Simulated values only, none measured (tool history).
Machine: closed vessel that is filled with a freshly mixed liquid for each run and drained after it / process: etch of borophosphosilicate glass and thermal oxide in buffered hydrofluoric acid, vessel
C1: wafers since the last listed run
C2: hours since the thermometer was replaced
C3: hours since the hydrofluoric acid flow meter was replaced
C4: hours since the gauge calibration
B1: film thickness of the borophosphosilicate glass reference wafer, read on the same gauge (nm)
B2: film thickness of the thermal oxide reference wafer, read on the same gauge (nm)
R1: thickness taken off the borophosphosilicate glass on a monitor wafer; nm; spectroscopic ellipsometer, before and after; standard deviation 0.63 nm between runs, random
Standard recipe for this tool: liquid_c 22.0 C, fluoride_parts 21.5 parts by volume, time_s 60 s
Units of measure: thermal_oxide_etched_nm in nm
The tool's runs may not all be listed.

run 1 hour=0.0 | liquid_c=22.0 fluoride_parts=21.5 time_s=60 | C1=0 C2=1833.3 C3=1685.3 C4=687.5 | B1=29.99 B2=110.00 | R1=81.57 thermal_oxide_etched_nm=28.44
run 2 hour=20.5 | liquid_c=22.0 fluoride_parts=21.5 time_s=60 | C1=2137 C2=1853.8 C3=1705.8 C4=708.0 | B1=30.02 B2=110.00 | R1=82.14 thermal_oxide_etched_nm=28.48
run 3 hour=40.6 | liquid_c=22.0 fluoride_parts=21.5 time_s=60 | C1=2096 C2=1873.9 C3=1725.9 C4=728.1 | B1=30.00 B2=110.02 | R1=81.11 thermal_oxide_etched_nm=28.47
-- hour=51.9 thermometer replaced
run 4 hour=70.2 | liquid_c=22.0 fluoride_parts=21.5 time_s=60 | C1=2982 C2=18.3 C3=1755.5 C4=757.7 | B1=30.02 B2=110.00 | R1=91.47 thermal_oxide_etched_nm=32.37
run 5 hour=86.9 | liquid_c=22.0 fluoride_parts=21.5 time_s=60 | C1=1741 C2=35.0 C3=1772.2 C4=774.4 | B1=30.00 B2=110.01 | R1=93.61 thermal_oxide_etched_nm=32.22
run 6 hour=107.7 | liquid_c=22.0 fluoride_parts=21.5 time_s=60 | C1=2169 C2=55.8 C3=1793.0 C4=795.2 | B1=30.01 B2=110.01 | R1=92.50 thermal_oxide_etched_nm=32.20
run 7 hour=135.0 | liquid_c=22.0 fluoride_parts=28.0 time_s=60 | C1=2846 C2=83.1 C3=1820.3 C4=822.5 | B1=29.98 B2=110.01 | R1=74.40 thermal_oxide_etched_nm=26.50
run 8 hour=148.7 | liquid_c=22.0 fluoride_parts=21.5 time_s=60 | C1=1428 C2=96.8 C3=1834.0 C4=836.2 | B1=30.01 B2=109.99 | R1=92.60 thermal_oxide_etched_nm=32.43
run 9 hour=172.3 | liquid_c=19.0 fluoride_parts=17.0 time_s=60 | C1=2461 C2=120.4 C3=1857.6 C4=859.8 | B1=30.00 B2=109.99 | R1=96.66 thermal_oxide_etched_nm=34.37
run 10 hour=203.6 | liquid_c=19.0 fluoride_parts=27.5 time_s=80 | C1=3264 C2=151.7 C3=1888.9 C4=891.1 | B1=30.00 B2=110.01 | R1=85.77 thermal_oxide_etched_nm=30.21
run 11 hour=237.9 | liquid_c=20.0 fluoride_parts=21.5 time_s=80 | C1=3576 C2=186.0 C3=1923.2 C4=925.4 | B1=30.00 B2=110.00 | R1=109.69 thermal_oxide_etched_nm=38.61
-- hour=242.4 hydrofluoric acid flow meter replaced
-- hour=269.2 gauge calibrated
run 12 hour=272.2 | liquid_c=22.0 fluoride_parts=24.5 time_s=60 | C1=3472 C2=220.3 C3=29.8 C4=3.0 | B1=30.01 B2=109.99 | R1=75.72 thermal_oxide_etched_nm=26.81
run 13 hour=293.8 | liquid_c=25.0 fluoride_parts=19.0 time_s=30 | C1=2252 C2=241.9 C3=51.4 C4=24.6 | B1=29.97 B2=110.00 | R1=54.91 thermal_oxide_etched_nm=19.14
run 14 hour=311.8 | liquid_c=17.5 fluoride_parts=26.5 time_s=90 | C1=1877 C2=259.9 C3=69.4 C4=42.6 | B1=30.00 B2=110.01 | R1=84.56 thermal_oxide_etched_nm=29.49
run 15 hour=324.1 | liquid_c=19.5 fluoride_parts=19.5 time_s=35 | C1=1282 C2=272.2 C3=81.7 C4=54.9 | B1=30.00 B2=110.00 | R1=45.38 thermal_oxide_etched_nm=16.05
run 16 hour=340.9 | liquid_c=22.0 fluoride_parts=17.0 time_s=45 | C1=1751 C2=289.0 C3=98.5 C4=71.7 | B1=30.01 B2=110.00 | R1=77.10 thermal_oxide_etched_nm=27.16
run 17 hour=366.9 | liquid_c=19.5 fluoride_parts=25.5 time_s=40 | C1=2711 C2=315.0 C3=124.5 C4=97.7 | B1=30.00 B2=110.00 | R1=43.60 thermal_oxide_etched_nm=15.10
run 18 hour=379.8 | liquid_c=17.0 fluoride_parts=24.5 time_s=60 | C1=1345 C2=327.9 C3=137.4 C4=110.6 | B1=30.01 B2=110.01 | R1=57.92 thermal_oxide_etched_nm=20.19
run 19 hour=396.9 | liquid_c=22.0 fluoride_parts=21.5 time_s=60 | C1=1783 C2=345.0 C3=154.5 C4=127.7 | B1=29.99 B2=110.00 | R1=83.76 thermal_oxide_etched_nm=29.28
run 20 hour=418.3 | liquid_c=22.0 fluoride_parts=19.0 time_s=40 | C1=2231 C2=366.4 C3=175.9 C4=149.1 | B1=30.00 B2=110.00 | R1=61.52 thermal_oxide_etched_nm=21.62
run 21 hour=444.6 | liquid_c=22.0 fluoride_parts=21.5 time_s=60 | C1=2742 C2=392.7 C3=202.2 C4=175.4 | B1=30.00 B2=110.01 | R1=84.22 thermal_oxide_etched_nm=29.34
run 22 hour=474.9 | liquid_c=17.5 fluoride_parts=21.5 time_s=40 | C1=3159 C2=423.0 C3=232.5 C4=205.7 | B1=30.00 B2=109.99 | R1=42.52 thermal_oxide_etched_nm=15.08
run 23 hour=491.0 | liquid_c=22.0 fluoride_parts=21.5 time_s=60 | C1=1678 C2=439.1 C3=248.6 C4=221.8 | B1=30.01 B2=110.00 | R1=83.22 thermal_oxide_etched_nm=29.14
run 24 hour=521.5 | liquid_c=25.0 fluoride_parts=21.5 time_s=60 | C1=3180 C2=469.6 C3=279.1 C4=252.3 | B1=29.99 B2=109.99 | R1=98.62 thermal_oxide_etched_nm=34.36
run 25 hour=536.6 | liquid_c=22.0 fluoride_parts=24.5 time_s=60 | C1=1574 C2=484.7 C3=294.2 C4=267.4 | B1=29.99 B2=109.99 | R1=76.07 thermal_oxide_etched_nm=26.78

Hidden state at the last listed run before each entry between runs and at the first one after, where it differs:
After run 3, before run 4: thermometer replaced (hour 51.9)
  liquid colder than its thermometer reads (K): 2.27 -> 0.0255; hydrofluoric acid flow above the setpoint (%): 11.6 -> 11.7
  measured minus no-state result, R1: -3.19 -> +7.60 nm; thermal_oxide_etched_nm: -1.17 -> +2.68 nm
After run 11, before run 12: hydrofluoric acid flow meter replaced (hour 242.4); gauge calibrated (hour 269.2)
  liquid colder than its thermometer reads (K): 0.222 -> 0.262; hydrofluoric acid flow above the setpoint (%): 12.8 -> 0.386
  measured minus no-state result, R1: +8.98 -> -0.89 nm; thermal_oxide_etched_nm: +3.14 -> -0.32 nm

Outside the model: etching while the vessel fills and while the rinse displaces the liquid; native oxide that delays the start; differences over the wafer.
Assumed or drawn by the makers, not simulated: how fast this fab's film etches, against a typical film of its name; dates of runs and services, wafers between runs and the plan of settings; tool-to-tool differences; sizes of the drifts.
